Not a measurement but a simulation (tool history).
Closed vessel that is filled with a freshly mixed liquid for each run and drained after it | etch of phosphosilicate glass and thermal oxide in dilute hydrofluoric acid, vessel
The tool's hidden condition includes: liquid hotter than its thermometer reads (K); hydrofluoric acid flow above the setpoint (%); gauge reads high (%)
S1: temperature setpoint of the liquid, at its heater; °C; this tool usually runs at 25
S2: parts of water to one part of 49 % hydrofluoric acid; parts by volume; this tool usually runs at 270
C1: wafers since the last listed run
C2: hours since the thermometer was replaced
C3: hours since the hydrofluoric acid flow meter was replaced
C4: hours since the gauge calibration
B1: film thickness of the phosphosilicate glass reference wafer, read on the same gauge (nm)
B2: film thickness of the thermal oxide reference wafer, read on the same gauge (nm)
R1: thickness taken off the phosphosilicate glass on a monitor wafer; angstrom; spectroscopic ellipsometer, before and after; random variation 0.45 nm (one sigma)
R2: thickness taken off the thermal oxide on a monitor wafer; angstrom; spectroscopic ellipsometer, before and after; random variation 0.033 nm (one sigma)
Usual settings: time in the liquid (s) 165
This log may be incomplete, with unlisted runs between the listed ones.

run 1 hour=0 | S1=25 S2=310 time_in_the_liquid_(s)=165 | C1=0 C2=951.7 C3=92.5 C4=1289.1 | B1=29.96 B2=90.018 | R1=495.2 R2=22.41
run 2 hour=41.3 | S1=25 S2=270 time_in_the_liquid_(s)=165 | C1=3961 C2=993 C3=133.8 C4=1330.4 | B1=30 B2=89.989 | R1=602.9 R2=27.37
run 3 hour=68.1 | S1=25 S2=270 time_in_the_liquid_(s)=165 | C1=2570 C2=1019.8 C3=160.6 C4=1357.2 | B1=29.96 B2=89.994 | R1=600.5 R2=27.08
run 4 hour=120.9 | S1=23.5 S2=270 time_in_the_liquid_(s)=130 | C1=5064 C2=1072.6 C3=213.4 C4=1410 | B1=30 B2=89.993 | R1=454.1 R2=19.73
run 5 hour=188.3 | S1=25 S2=270 time_in_the_liquid_(s)=165 | C1=6465 C2=1140 C3=280.8 C4=1477.4 | B1=30 B2=90 | R1=609.7 R2=26.55
run 6 hour=219.5 | S1=23.5 S2=270 time_in_the_liquid_(s)=165 | C1=2992 C2=1171.2 C3=312 C4=1508.6 | B1=30.01 B2=90 | R1=568.3 R2=25.25
run 7 hour=254.8 | S1=25 S2=270 time_in_the_liquid_(s)=165 | C1=3386 C2=1206.5 C3=347.3 C4=1543.9 | B1=29.99 B2=89.99 | R1=612.1 R2=26.26
run 8 hour=321.1 | S1=25 S2=165 time_in_the_liquid_(s)=165 | C1=6359 C2=1272.8 C3=413.6 C4=1610.2 | B1=30.03 B2=89.98 | R1=1122 R2=49.6
-- hour=363.8 thermometer replaced
run 9 hour=399.8 | S1=28 S2=270 time_in_the_liquid_(s)=225 | C1=7453 C2=36 C3=492.3 C4=1688.9 | B1=29.98 B2=90.002 | R1=860.4 R2=37.89
run 10 hour=447.7 | S1=28 S2=270 time_in_the_liquid_(s)=120 | C1=4594 C2=83.9 C3=540.2 C4=1736.8 | B1=29.98 B2=89.987 | R1=468.6 R2=20.39
run 11 hour=478.2 | S1=25 S2=270 time_in_the_liquid_(s)=165 | C1=2925 C2=114.4 C3=570.7 C4=1767.3 | B1=29.99 B2=89.998 | R1=575.3 R2=26.26
run 12 hour=504.2 | S1=25 S2=340 time_in_the_liquid_(s)=210 | C1=2493 C2=140.4 C3=596.7 C4=1793.3 | B1=30.01 B2=90.005 | R1=544.8 R2=23.82
-- hour=555.7 gauge calibrated
run 13 hour=556.1 | S1=25 S2=225 time_in_the_liquid_(s)=165 | C1=4978 C2=192.3 C3=648.6 C4=0.4 | B1=30 B2=89.981 | R1=730.3 R2=32.15
run 14 hour=618 | S1=25 S2=270 time_in_the_liquid_(s)=165 | C1=5937 C2=254.2 C3=710.5 C4=62.3 | B1=29.99 B2=90.01 | R1=572.4 R2=25.99
run 15 hour=667.4 | S1=28 S2=270 time_in_the_liquid_(s)=210 | C1=4738 C2=303.6 C3=759.9 C4=111.7 | B1=30.04 B2=89.996 | R1=816.6 R2=35.06
run 16 hour=697.5 | S1=28.5 S2=270 time_in_the_liquid_(s)=210 | C1=2887 C2=333.7 C3=790 C4=141.8 | B1=30.03 B2=90.01 | R1=825.6 R2=38.07
run 17 hour=743.5 | S1=20.5 S2=330 time_in_the_liquid_(s)=90 | C1=4412 C2=379.7 C3=836 C4=187.8 | B1=29.98 B2=90.025 | R1=210.7 R2=9.27
run 18 hour=791.1 | S1=26.5 S2=390 time_in_the_liquid_(s)=110 | C1=4565 C2=427.3 C3=883.6 C4=235.4 | B1=29.99 B2=90.018 | R1=247.4 R2=11.34
run 19 hour=853.4 | S1=25 S2=225 time_in_the_liquid_(s)=165 | C1=5975 C2=489.6 C3=945.9 C4=297.7 | B1=30.03 B2=89.993 | R1=743.4 R2=32.68
run 20 hour=884.7 | S1=25 S2=270 time_in_the_liquid_(s)=165 | C1=3002 C2=520.9 C3=977.2 C4=329 | B1=29.99 B2=90.004 | R1=585 R2=26.75
run 21 hour=935.6 | S1=25 S2=270 time_in_the_liquid_(s)=165 | C1=4882 C2=571.8 C3=1028.1 C4=379.9 | B1=30.03 B2=90.015 | R1=589.5 R2=26.18
run 22 hour=964.9 | S1=25 S2=270 time_in_the_liquid_(s)=255 | C1=2810 C2=601.1 C3=1057.4 C4=409.2 | B1=29.99 B2=90.006 | R1=904.3 R2=40.11
run 23 hour=1023.8 | S1=25 S2=270 time_in_the_liquid_(s)=130 | C1=5649 C2=660 C3=1116.3 C4=468.1 | B1=30.03 B2=90.014 | R1=466.2 R2=20.07
run 24 hour=1080.4 | S1=23 S2=185 time_in_the_liquid_(s)=210 | C1=5429 C2=716.6 C3=1172.9 C4=524.7 | B1=29.95 B2=90.007 | R1=1131.1 R2=49.63

How the hidden state differs across the entries between the runs, from the last listed run before each to the first after it:
Logged between run 8 and run 9: thermometer replaced (hour 363.8)
  liquid hotter than its thermometer reads (K): 1.95 -> 0.0799
  difference, measured minus the result without the unlogged condition, R1: +78.2 -> +2.3 angstrom; R2: +3.46 -> +0.1 angstrom
Logged between run 12 and run 13: gauge calibrated (hour 555.7)
  liquid hotter than its thermometer reads (K): 0.23 -> 0.305
  difference, measured minus the result without the unlogged condition, R1: +4.1 -> +8.1 angstrom; R2: +0.18 -> +0.35 angstrom
